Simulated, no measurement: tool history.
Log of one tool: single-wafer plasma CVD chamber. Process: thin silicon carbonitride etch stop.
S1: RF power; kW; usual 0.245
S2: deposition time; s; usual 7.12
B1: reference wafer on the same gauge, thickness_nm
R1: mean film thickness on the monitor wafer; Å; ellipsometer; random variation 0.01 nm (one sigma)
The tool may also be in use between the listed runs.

run	hour	S1	S2	B1	R1
1	0.0	0.245	7.80	4.871	52.79
2	35.8	0.245	7.80	4.871	52.54
3	57.2	0.230	7.12	4.871	47.32
4	69.3	0.230	7.12	4.871	47.53
5	87.4	0.230	7.12	4.871	47.54
6	120.1	0.245	7.12	4.870	48.15
# hour 134.0: showerhead replaced
7	140.4	0.245	7.12	4.869	47.95
8	164.0	0.245	7.12	4.870	48.25
# hour 178.0: gauge calibrated
9	197.5	0.245	7.12	4.871	48.12
# hour 211.2: thermocouple changed; heater temperature recalibrated
10	211.7	0.265	6.75	4.870	46.32
11	244.2	0.245	7.12	4.871	48.21
12	256.5	0.225	7.12	4.870	47.30
13	287.4	0.210	8.23	4.870	53.89
# hour 304.6: RF generator calibrated
14	305.1	0.215	5.87	4.869	38.59
15	330.0	0.245	6.75	4.869	45.60
16	359.8	0.285	8.36	4.868	58.45
17	390.3	0.285	6.28	4.871	44.06

Forecast run 18:
18	419.2	0.245	7.12	?	?

Run 18 gave B1 4.872, R1 48.13 Å.
Without the tool's hidden state the same run would have given R1 48.13 Å.
